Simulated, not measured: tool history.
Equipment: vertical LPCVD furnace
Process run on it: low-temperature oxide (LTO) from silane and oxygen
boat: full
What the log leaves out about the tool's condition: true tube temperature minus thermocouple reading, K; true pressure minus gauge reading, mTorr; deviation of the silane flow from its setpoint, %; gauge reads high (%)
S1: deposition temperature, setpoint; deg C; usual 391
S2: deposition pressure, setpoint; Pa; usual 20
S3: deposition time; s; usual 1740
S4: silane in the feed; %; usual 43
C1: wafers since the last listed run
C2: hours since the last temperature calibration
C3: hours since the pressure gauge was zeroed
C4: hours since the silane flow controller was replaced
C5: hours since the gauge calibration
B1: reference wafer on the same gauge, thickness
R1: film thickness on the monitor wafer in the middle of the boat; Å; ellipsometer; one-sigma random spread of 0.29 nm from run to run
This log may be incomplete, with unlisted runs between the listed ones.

run 1 hour=0 | S1=391 S2=20 S3=1440 S4=43 | C1=0 C2=3459 C3=3894.6 C4=6280.6 C5=122.1 | B1=191.94 | R1=1555.4
run 2 hour=25.9 | S1=391 S2=20 S3=1740 S4=43 | C1=254 C2=3484.9 C3=3920.5 C4=6306.5 C5=148 | B1=191.93 | R1=1870.6
run 3 hour=49.6 | S1=391 S2=20 S3=1740 S4=43 | C1=233 C2=3508.6 C3=3944.2 C4=6330.2 C5=171.7 | B1=192.06 | R1=1876.4
run 4 hour=82.9 | S1=391 S2=20 S3=1740 S4=43 | C1=327 C2=3541.9 C3=3977.5 C4=6363.5 C5=205 | B1=192.11 | R1=1875.5
run 5 hour=103.9 | S1=391 S2=20 S3=1740 S4=43 | C1=206 C2=3562.9 C3=3998.5 C4=6384.5 C5=226 | B1=191.88 | R1=1873.8
run 6 hour=135.3 | S1=391 S2=20 S3=1740 S4=43 | C1=308 C2=3594.3 C3=4029.9 C4=6415.9 C5=257.4 | B1=192.03 | R1=1881.4
run 7 hour=162.7 | S1=391 S2=20 S3=1590 S4=43 | C1=269 C2=3621.7 C3=4057.3 C4=6443.3 C5=284.8 | B1=191.99 | R1=1716.8
run 8 hour=195.4 | S1=391 S2=20 S3=1590 S4=43 | C1=321 C2=3654.4 C3=4090 C4=6476 C5=317.5 | B1=192.01 | R1=1716.3
-- hour=205.1 gauge calibrated
run 9 hour=210.5 | S1=391 S2=20 S3=1740 S4=43 | C1=148 C2=3669.5 C3=4105.1 C4=6491.1 C5=5.4 | B1=191.97 | R1=1884.5
run 10 hour=233.3 | S1=391 S2=20 S3=1740 S4=43 | C1=224 C2=3692.3 C3=4127.9 C4=6513.9 C5=28.2 | B1=191.98 | R1=1881.7
-- hour=285.6 pressure gauge zeroed
run 11 hour=286.1 | S1=391 S2=20 S3=1740 S4=43 | C1=283 C2=3745.1 C3=0.5 C4=6566.7 C5=81 | B1=192 | R1=1762.5
run 12 hour=290.6 | S1=384 S2=18.7 S3=1740 S4=43 | C1=44 C2=3749.6 C3=5 C4=6571.2 C5=85.5 | B1=192.02 | R1=1524.2
-- hour=317.7 silane flow controller replaced
run 13 hour=324.4 | S1=391 S2=16.7 S3=2160 S4=43 | C1=96 C2=3783.4 C3=38.8 C4=6.7 C5=119.3 | B1=192.06 | R1=1826.3
run 14 hour=340.3 | S1=396 S2=22 S3=1740 S4=37 | C1=156 C2=3799.3 C3=54.7 C4=22.6 C5=135.2 | B1=192.02 | R1=1717.9
-- hour=378.8 thermocouples replaced and temperature profile calibrated
run 15 hour=379.3 | S1=391 S2=20 S3=1740 S4=43 | C1=147 C2=0.5 C3=93.7 C4=61.6 C5=174.2 | B1=192.02 | R1=1769.9
run 16 hour=383.7 | S1=391 S2=20 S3=1740 S4=43 | C1=43 C2=4.9 C3=98.1 C4=66 C5=178.6 | B1=192.02 | R1=1768.8
run 17 hour=412.7 | S1=400 S2=20 S3=1740 S4=43 | C1=285 C2=33.9 C3=127.1 C4=95 C5=207.6 | B1=191.96 | R1=1948.5
run 18 hour=445.4 | S1=391 S2=20 S3=1740 S4=43 | C1=321 C2=66.6 C3=159.8 C4=127.7 C5=240.3 | B1=191.91 | R1=1770.7
-- hour=505.2 gauge calibrated
run 19 hour=538.8 | S1=400 S2=20 S3=1500 S4=43 | C1=918 C2=160 C3=253.2 C4=221.1 C5=33.6 | B1=192.03 | R1=1684.6
run 20 hour=571.5 | S1=396 S2=20 S3=1740 S4=43 | C1=321 C2=192.7 C3=285.9 C4=253.8 C5=66.3 | B1=191.98 | R1=1869.9
run 21 hour=584.4 | S1=391 S2=20 S3=1740 S4=43 | C1=126 C2=205.6 C3=298.8 C4=266.7 C5=79.2 | B1=191.93 | R1=1776
run 22 hour=601.4 | S1=391 S2=18 S3=1170 S4=39 | C1=167 C2=222.6 C3=315.8 C4=283.7 C5=96.2 | B1=192.05 | R1=955.8
run 23 hour=618.8 | S1=391 S2=20 S3=1740 S4=43 | C1=171 C2=240 C3=333.2 C4=301.1 C5=113.6 | B1=191.92 | R1=1774.7
run 24 hour=642.2 | S1=391 S2=16 S3=1740 S4=50 | C1=230 C2=263.4 C3=356.6 C4=324.5 C5=137 | B1=192.05 | R1=1647.8
run 25 hour=656.3 | S1=379 S2=20 S3=1980 S4=46 | C1=138 C2=277.5 C3=370.7 C4=338.6 C5=151.1 | B1=192.02 | R1=1897

State the hidden condition of the tool at each of the runs:
true tube temperature minus thermocouple reading, K: 0 at every run
deviation of the silane flow from its setpoint, %: 0 at every run
gauge reads high (%): 0 at every run
H1: true pressure minus gauge reading, mTorr
run=1 H1=8.31
run=2 H1=8.35
run=3 H1=8.4
run=4 H1=8.46
run=5 H1=8.5
run=6 H1=8.56
run=7 H1=8.62
run=8 H1=8.68
run=9 H1=8.71
run=10 H1=8.75
run=11 H1=-0.923
run=12 H1=-0.914
run=13 H1=-0.849
run=14 H1=-0.819
run=15 H1=-0.744
run=16 H1=-0.736
run=17 H1=-0.68
run=18 H1=-0.617
run=19 H1=-0.439
run=20 H1=-0.376
run=21 H1=-0.351
run=22 H1=-0.319
run=23 H1=-0.285
run=24 H1=-0.24
run=25 H1=-0.213
